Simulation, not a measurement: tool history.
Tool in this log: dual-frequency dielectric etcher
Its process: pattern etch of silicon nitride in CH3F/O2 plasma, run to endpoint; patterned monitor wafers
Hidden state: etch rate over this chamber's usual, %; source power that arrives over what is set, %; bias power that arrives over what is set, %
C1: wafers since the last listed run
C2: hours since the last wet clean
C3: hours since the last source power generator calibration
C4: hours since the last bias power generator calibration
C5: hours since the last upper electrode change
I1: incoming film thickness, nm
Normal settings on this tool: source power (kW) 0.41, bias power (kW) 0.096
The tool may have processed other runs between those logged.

Run 1, hour 0: usual settings but bias power (kW) 0.115; C1 0; C2 483.6; C3 2708.2; C4 2711.1; C5 2448.9; I1 72.1. Result: endpoint time (s) 68.4.
Run 2, hour 10.7: usual settings but bias power (kW) 0.115; C1 100; C2 494.3; C3 2718.9; C4 2721.8; C5 2459.6; I1 71. Result: endpoint time (s) 67.1.
Run 3, hour 16.7: usual settings but source power (kW) 0.33; C1 56; C2 500.3; C3 2724.9; C4 2727.8; C5 2465.6; I1 71.9. Result: endpoint time (s) 76.7.
Run 4, hour 31.9: usual settings; C1 142; C2 515.5; C3 2740.1; C4 2743; C5 2480.8; I1 72. Result: endpoint time (s) 72.1.
Run 5, hour 39.3: usual settings but source power (kW) 0.46; C1 69; C2 522.9; C3 2747.5; C4 2750.4; C5 2488.2; I1 72.6. Result: endpoint time (s) 70.1.
Run 6, hour 47: usual settings; C1 71; C2 530.6; C3 2755.2; C4 2758.1; C5 2495.9; I1 72.2. Result: endpoint time (s) 72.3.
Run 7, hour 56.7: usual settings; C1 90; C2 540.3; C3 2764.9; C4 2767.8; C5 2505.6; I1 71.2. Result: endpoint time (s) 71.6.
At hour 73.4: source power generator calibrated.
Run 8, hour 73.9: usual settings; C1 123; C2 557.5; C3 0.5; C4 2785; C5 2522.8; I1 71.9. Result: endpoint time (s) 72.7.
At hour 109: upper electrode replaced.
At hour 111.2: wet clean of the chamber.
Run 9, hour 111.7: usual settings but source power (kW) 0.48, bias power (kW) 0.119; C1 108; C2 0.5; C3 38.3; C4 2822.8; C5 2.7; I1 71.8. Result: endpoint time (s) 61.6.

Expected results for the next run?
Run 10, hour 112.1: usual settings but source power (kW) 0.37; C1 3; C2 0.9; C3 38.7; C4 2823.2; C5 3.1; I1 72. Result: endpoint time (s) ?.

Run 10 produced endpoint time (s) 71.4.
With the hidden condition absent and the run-to-run variation left alone, this run would have shown endpoint time (s) 71.7.
